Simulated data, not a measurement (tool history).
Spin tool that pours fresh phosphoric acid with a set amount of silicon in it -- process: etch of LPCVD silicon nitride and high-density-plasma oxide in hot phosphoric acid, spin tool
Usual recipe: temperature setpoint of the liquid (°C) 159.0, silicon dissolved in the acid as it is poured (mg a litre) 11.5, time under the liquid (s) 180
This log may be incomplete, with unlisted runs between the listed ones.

run	hour	temperature setpoint of the liquid (°C)	silicon dissolved in the acid as it is poured (mg a litre)	time under the liquid (s)	read-back film thickness of the LPCVD silicon nitride reference wafer, read on the same gauge (nm)	read-back film thickness of the high-density-plasma oxide reference wafer, read on the same gauge (nm)	thickness taken off the LPCVD silicon nitride on a monitor wafer (nm)	thickness taken off the high-density-plasma oxide on a monitor wafer (nm)
1	0.0	159.0	11.5	180	150.00	150.007	15.75	0.392
2	46.8	159.0	11.5	180	150.02	149.991	15.58	0.422
3	95.1	159.0	11.5	180	150.00	150.011	15.43	0.428
# hour 130.6: dissolved silicon flow meter replaced
4	140.6	159.0	11.5	180	150.00	149.996	15.39	0.350
5	167.3	160.5	17.0	80	149.98	150.032	7.22	0.174
# hour 185.9: gauge calibrated
6	212.1	159.0	4.0	180	149.97	149.999	15.70	0.452
# hour 221.8: thermometer replaced
7	271.3	160.5	8.5	150	149.98	149.964	12.93	0.350
8	403.3	157.5	6.5	250	150.02	150.019	19.47	0.441
9	437.4	159.0	11.5	180	150.04	149.994	14.36	0.367
# hour 471.6: heated supply line repaired
10	508.4	160.0	3.0	130	149.94	150.011	11.01	0.323
11	536.7	159.0	11.5	180	150.02	149.994	14.63	0.322
# hour 584.3: thermometer replaced, repeated, since the last time left the tool worse
12	603.9	159.0	11.5	180	149.99	149.999	16.20	0.420
13	638.9	160.0	11.5	180	150.01	150.017	16.61	0.448
# hour 694.1: dissolved silicon flow meter replaced
14	694.6	159.0	11.5	230	149.99	150.030	20.57	0.503
15	730.0	161.5	4.5	130	150.02	150.036	12.76	0.437
16	799.5	159.0	15.5	180	150.01	149.956	16.05	0.371
17	841.8	158.0	11.5	180	150.00	149.982	15.45	0.341
18	900.7	159.0	11.5	180	150.02	150.027	16.21	0.436
19	960.2	157.5	2.5	145	150.04	150.028	12.11	0.399
20	1004.9	159.0	8.5	235	150.01	150.009	20.64	0.649
21	1051.7	156.5	5.0	135	150.00	150.038	10.89	0.318

Forecast run 22:
22	1086.1	157.5	11.5	180	?	?	?	?

{"run 22": {"read-back film thickness of the LPCVD silicon nitride reference wafer, read on the same gauge (nm)": 150.0, "read-back film thickness of the high-density-plasma oxide reference wafer, read on the same gauge (nm)": 149.994, "thickness taken off the LPCVD silicon nitride on a monitor wafer (nm)": 15.21, "thickness taken off the high-density-plasma oxide on a monitor wafer (nm)": 0.38}}
With the hidden condition absent and the run-to-run variation left alone, this run would have shown thickness taken off the LPCVD silicon nitride on a monitor wafer (nm) 15.61, thickness taken off the high-density-plasma oxide on a monitor wafer (nm) 0.402.
